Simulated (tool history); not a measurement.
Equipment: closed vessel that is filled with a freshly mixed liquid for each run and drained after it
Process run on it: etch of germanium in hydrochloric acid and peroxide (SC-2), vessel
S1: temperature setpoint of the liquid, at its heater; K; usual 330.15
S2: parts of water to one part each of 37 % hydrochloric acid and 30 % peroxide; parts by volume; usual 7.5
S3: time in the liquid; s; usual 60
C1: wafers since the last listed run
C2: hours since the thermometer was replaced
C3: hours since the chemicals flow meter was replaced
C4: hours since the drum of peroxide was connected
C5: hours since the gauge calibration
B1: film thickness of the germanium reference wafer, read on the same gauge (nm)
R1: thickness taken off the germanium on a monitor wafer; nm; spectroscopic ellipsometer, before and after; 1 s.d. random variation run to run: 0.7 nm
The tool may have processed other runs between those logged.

run	hour	S1	S2	S3	C1	C2	C3	C4	C5	B1	R1
1	0.0	330.15	7.5	60	0	189.0	620.2	544.2	208.2	70.01	111.22
2	106.6	330.15	7.5	60	12869	295.6	726.8	650.8	314.8	69.93	112.63
# hour 114.7: new drum of peroxide connected
3	201.4	327.15	7.5	60	11323	390.4	821.6	86.7	409.6	70.00	101.75
4	262.1	327.15	7.5	60	7327	451.1	882.3	147.4	470.3	70.04	102.00
5	322.9	330.15	10.5	60	7339	511.9	943.1	208.2	531.1	69.99	107.12
6	406.0	330.15	10.5	60	10032	595.0	1026.2	291.3	614.2	70.01	108.79
7	482.1	336.15	10.0	60	9187	671.1	1102.3	367.4	690.3	70.02	130.01
8	533.7	336.15	10.0	60	6229	722.7	1153.9	419.0	741.9	70.02	128.77
9	621.7	336.15	10.0	60	10623	810.7	1241.9	507.0	829.9	70.00	129.10
10	681.1	330.15	7.5	60	7170	870.1	1301.3	566.4	889.3	69.99	110.08
# hour 721.7: new drum of peroxide connected
11	774.8	330.15	7.5	60	11191	963.8	1395.0	53.1	983.0	69.98	111.06
12	820.1	330.15	7.5	60	5468	1009.1	1440.3	98.4	1028.3	70.01	110.90
13	907.7	330.15	7.5	60	10575	1096.7	1527.9	186.0	1115.9	69.99	109.19
# hour 987.9: chemicals flow meter replaced
14	996.2	330.15	7.5	60	10563	1185.2	8.3	274.5	1204.4	69.97	109.51
15	1037.0	330.15	7.5	45	4925	1226.0	49.1	315.3	1245.2	69.94	83.06
16	1075.4	334.65	4.0	85	4635	1264.4	87.5	353.7	1283.6	70.03	182.46
17	1177.5	330.15	7.5	60	12325	1366.5	189.6	455.8	1385.7	69.98	110.22
18	1215.3	320.15	5.5	45	4563	1404.3	227.4	493.6	1423.5	69.99	60.28
# hour 1312.7: thermometer replaced
19	1323.1	330.15	7.5	60	12893	10.4	335.2	601.4	1531.3	70.01	111.97
# hour 1348.8: new drum of peroxide connected
# hour 1369.2: gauge calibrated
20	1399.1	334.15	5.0	30	9054	86.4	411.2	50.3	29.9	69.98	64.42
21	1554.6	324.15	7.5	60	18772	241.9	566.7	205.8	185.4	70.03	92.66
22	1595.2	327.65	10.0	60	4901	282.5	607.3	246.4	226.0	69.99	101.81
23	1697.2	322.15	11.0	60	12313	384.5	709.3	348.4	328.0	69.99	84.47
24	1780.9	330.15	7.5	60	10104	468.2	793.0	432.1	411.7	69.97	110.21
25	1865.4	336.65	5.5	60	10201	552.7	877.5	516.6	496.2	69.97	138.18
# hour 1884.6: new drum of peroxide connected
26	1904.5	336.15	10.0	60	4599	591.8	916.6	19.9	535.3	70.01	129.13
27	1975.4	335.15	4.0	80	8559	662.7	987.5	90.8	606.2	70.04	178.32
28	2021.3	325.15	4.5	60	5541	708.6	1033.4	136.7	652.1	69.98	98.08

Pick out some run-to-run changes in R1. Of each, how much would a tool without hidden state show as well, from the settings, what came in and chance, and how much is left for the hidden state and any gauge scatter not in both results compared?
The tool's hidden condition here consists of: liquid colder than its thermometer reads (K); chemicals flow above the setpoint (%); peroxide weaker than its label (%); gauge reads high (%).
Run 15 -> 16: S1 330.15 -> 334.65, S2 7.5 -> 4.0, S3 45 -> 85. R1 +99.40 nm: hidden state -2.45, all else +101.85.
Run 18 -> 19: S1 320.15 -> 330.15, S2 5.5 -> 7.5, S3 45 -> 60, thermometer replaced. R1 +51.69 nm: hidden state +1.53, all else +50.16.
Run 27 -> 28: S1 335.15 -> 325.15, S2 4.0 -> 4.5, S3 80 -> 60. R1 -80.24 nm: hidden state +0.91, all else -81.15.
